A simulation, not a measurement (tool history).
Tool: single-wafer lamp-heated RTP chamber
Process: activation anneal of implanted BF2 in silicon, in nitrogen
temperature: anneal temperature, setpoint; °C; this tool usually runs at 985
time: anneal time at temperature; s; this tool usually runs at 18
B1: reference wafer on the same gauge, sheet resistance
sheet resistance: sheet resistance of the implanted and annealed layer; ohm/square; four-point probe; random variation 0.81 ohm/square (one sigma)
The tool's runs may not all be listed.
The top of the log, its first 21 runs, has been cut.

-- day=57.533 reflector plate cleaned
run 22 day=60.200 | temperature=985 time=18 | B1=608.95 | sheet_resistance=536.80
-- day=62.992 gauge calibrated
run 23 day=63.646 | temperature=961 time=23 | B1=608.96 | sheet_resistance=548.56
run 24 day=66.742 | temperature=1009 time=27 | B1=608.95 | sheet_resistance=530.86
run 25 day=70.192 | temperature=985 time=18 | B1=608.90 | sheet_resistance=536.08
run 26 day=73.738 | temperature=972 time=25 | B1=608.70 | sheet_resistance=536.52
run 27 day=76.479 | temperature=996 time=11 | B1=608.96 | sheet_resistance=534.68
-- day=77.075 pyrometer window cleaned and pyrometer calibrated
-- day=79.012 reflector plate cleaned
run 28 day=79.650 | temperature=985 time=18 | B1=609.03 | sheet_resistance=536.49
run 29 day=82.554 | temperature=997 time=28 | B1=608.90 | sheet_resistance=531.55
run 30 day=91.454 | temperature=1000 time=10 | B1=609.04 | sheet_resistance=534.02
run 31 day=94.279 | temperature=956 time=11 | B1=608.88 | sheet_resistance=553.25
-- day=95.408 pyrometer window cleaned and pyrometer calibrated
run 32 day=98.658 | temperature=968 time=10 | B1=609.01 | sheet_resistance=550.56

Here are 5 independent what-if runs from the current tool condition. What would each one return?
run A day=98.675 | temperature=985 time=18 | B1=? | sheet_resistance=?
run B day=98.675 | temperature=958 time=13 | B1=? | sheet_resistance=?
run C day=98.675 | temperature=1009 time=18 | B1=? | sheet_resistance=?
run D day=98.675 | temperature=985 time=22 | B1=? | sheet_resistance=?
run E day=98.675 | temperature=985 time=25 | B1=? | sheet_resistance=?

run=A B1=609.02 sheet_resistance=539.26
run=B B1=609.02 sheet_resistance=565.03
run=C B1=609.02 sheet_resistance=535.33
run=D B1=609.02 sheet_resistance=538.20
run=E B1=609.02 sheet_resistance=537.47
Stripped of hidden state, with their random variation kept, the same runs would have yielded:
run=A sheet_resistance=539.96
run=B sheet_resistance=569.23
run=C sheet_resistance=535.52
run=D sheet_resistance=538.89
run=E sheet_resistance=538.14

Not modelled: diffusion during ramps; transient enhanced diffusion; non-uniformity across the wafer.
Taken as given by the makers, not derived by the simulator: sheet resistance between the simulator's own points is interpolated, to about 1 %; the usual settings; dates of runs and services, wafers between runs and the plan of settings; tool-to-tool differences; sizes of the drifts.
